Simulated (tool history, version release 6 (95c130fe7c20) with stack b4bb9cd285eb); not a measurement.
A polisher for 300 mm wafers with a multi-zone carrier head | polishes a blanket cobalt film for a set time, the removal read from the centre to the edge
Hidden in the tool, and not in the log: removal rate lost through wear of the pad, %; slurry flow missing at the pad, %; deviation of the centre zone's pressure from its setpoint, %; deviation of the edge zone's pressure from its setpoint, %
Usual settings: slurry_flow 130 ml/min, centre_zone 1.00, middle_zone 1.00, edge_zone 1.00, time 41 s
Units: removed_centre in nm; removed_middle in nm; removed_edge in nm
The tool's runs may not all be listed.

run	hour	slurry_flow	centre_zone	middle_zone	edge_zone	time	wafers since the last listed run	wafers polished on this pad	hours since the slurry nozzle was cleaned	hours since the centre zone pressure was calibrated	hours since the edge zone pressure was calibrated	hours since the carrier head's membrane was replaced	incoming thickness of the incoming film, nm	removed_centre	removed_middle	removed_edge
1	0.0	95	1.00	1.00	1.00	31	0	2186	262.1	358.7	517.4	710.0	1476.1	120.8	119.2	120.4
2	57.7	130	1.00	1.00	1.00	41	685	2872	319.8	416.4	575.1	767.7	1484.1	180.7	172.4	171.1
3	122.2	130	1.00	1.00	1.00	41	766	3638	384.3	480.9	639.6	832.2	1458.3	180.0	170.1	170.0
# hour 170.8: edge zone pressure recalibrated
4	330.9	130	1.08	0.89	0.96	36	2456	6095	593.0	689.6	160.1	1040.9	1468.8	167.9	140.1	149.5
5	385.6	95	1.00	1.00	1.00	31	650	6745	647.7	744.3	214.8	1095.6	1464.5	124.3	118.8	122.5
# hour 471.6: carrier head's membrane replaced by a new one
6	472.1	130	1.00	1.00	0.90	31	968	7714	734.2	830.8	301.3	0.5	1483.6	137.1	128.8	124.4
# hour 485.2: centre zone pressure recalibrated
# hour 500.6: slurry nozzle cleaned
7	529.6	130	1.00	1.04	1.00	41	647	8361	29.0	44.4	358.8	58.0	1471.1	175.1	177.3	173.3
# hour 550.5: worn pad replaced by a new one
8	578.6	130	1.00	1.00	1.00	41	534	333	78.0	93.4	407.8	107.0	1476.3	174.6	168.6	171.7
9	646.2	145	1.11	1.00	1.06	29	803	1137	145.6	161.0	475.4	174.6	1428.0	139.1	125.4	125.9
10	711.9	130	1.00	0.89	1.00	41	780	1918	211.3	226.7	541.1	240.3	1474.8	175.4	154.4	169.9
11	762.5	130	1.00	1.00	1.04	51	601	2519	261.9	277.3	591.7	290.9	1449.4	218.9	206.9	217.2
# hour 922.1: edge zone pressure recalibrated
12	922.6	130	1.00	1.00	0.90	31	1878	4398	422.0	437.4	0.5	451.0	1442.9	134.0	125.9	123.6
13	959.6	130	1.08	1.00	1.10	41	439	4838	459.0	474.4	37.5	488.0	1458.7	191.7	170.1	184.5
14	1009.9	130	1.00	1.07	1.00	37	597	5435	509.3	524.7	87.8	538.3	1465.5	161.2	163.1	157.5

Forecast run 15:
15	1101.4	130	1.09	1.00	1.00	41	1087	6523	600.8	616.2	179.3	629.8	1457.9	?	?	?

removed_centre: 193.2 nm
removed_middle: 168.4 nm
removed_edge: 174.0 nm
Without the tool's hidden state the same run would have given removed_centre 184.0 nm, removed_middle 168.4 nm, removed_edge 174.0 nm.
